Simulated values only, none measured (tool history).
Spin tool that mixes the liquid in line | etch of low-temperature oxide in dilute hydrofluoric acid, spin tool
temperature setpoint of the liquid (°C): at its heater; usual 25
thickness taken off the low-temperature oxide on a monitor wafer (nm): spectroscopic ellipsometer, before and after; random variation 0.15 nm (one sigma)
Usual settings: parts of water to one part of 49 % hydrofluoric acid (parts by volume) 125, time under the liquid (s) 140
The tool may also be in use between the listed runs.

run	hour	temperature setpoint of the liquid (°C)	parts of water to one part of 49 % hydrofluoric acid (parts by volume)	time under the liquid (s)	wafers since the last listed run	hours since the thermometer was replaced	hours since the hydrofluoric acid flow meter was replaced	hours since the gauge calibration	read-back film thickness of the low-temperature oxide reference wafer, read on the same gauge (nm)	thickness taken off the low-temperature oxide on a monitor wafer (nm)
1	0	25	125	140	0	148.9	586.9	646.8	109.96	26.61
2	52.6	25	125	140	546	201.5	639.5	699.4	110.04	26.22
3	94.6	25	125	140	436	243.5	681.5	741.4	110	26.39
4	186.9	25	145	140	958	335.8	773.8	833.7	109.99	21.92
5	271.3	25	145	140	876	420.2	858.2	918.1	110.03	22
6	326.9	25	125	200	577	475.8	913.8	973.7	109.98	37.54
7	424.4	25	125	200	1012	573.3	1011.3	1071.2	110.02	36.7
# hour 490.4: gauge calibrated
8	507.7	23	155	140	864	656.6	1094.6	17.3	109.99	18.44
9	554.8	21.5	85	75	489	703.7	1141.7	64.4	110	18.46
10	599.8	27.5	125	140	467	748.7	1186.7	109.4	109.99	28.16
11	641.7	28.5	160	60	435	790.6	1228.6	151.3	110.01	9.3
# hour 659.3: hydrofluoric acid flow meter replaced
12	679.8	26.5	125	60	385	828.7	20.5	189.4	109.98	11.72
13	722.1	25	125	140	439	871	62.8	231.7	110.01	25.93
14	809.6	25	125	140	908	958.5	150.3	319.2	110.03	25.53
15	892.2	23	125	140	857	1041.1	232.9	401.8	109.99	23.46
# hour 906.3: thermometer replaced
16	1169.9	25	125	140	2872	263.6	510.6	679.5	109.98	26.52

How the hidden state differs across the entries between the runs, from the last listed run before each to the first after it:
Between runs 7 and 8: gauge calibrated (hour 490.4)
  liquid colder than its thermometer reads (K): 0.786 -> 0.896; hydrofluoric acid flow below the setpoint (%): 1.77 -> 1.91
  measured less the result without the state, thickness taken off the low-temperature oxide on a monitor wafer (nm): -1.92 -> -1.09
Between runs 11 and 12: hydrofluoric acid flow meter replaced (hour 659.3)
  liquid colder than its thermometer reads (K): 1.07 -> 1.12; hydrofluoric acid flow below the setpoint (%): 2.14 -> 0.26
  measured less the result without the state, thickness taken off the low-temperature oxide on a monitor wafer (nm): -0.62 -> -0.55
Between runs 15 and 16: thermometer replaced (hour 906.3)
  liquid colder than its thermometer reads (K): 1.4 -> 0.409; hydrofluoric acid flow below the setpoint (%): 0.624 -> 1.1
  measured less the result without the state, thickness taken off the low-temperature oxide on a monitor wafer (nm): -1.52 -> -0.77
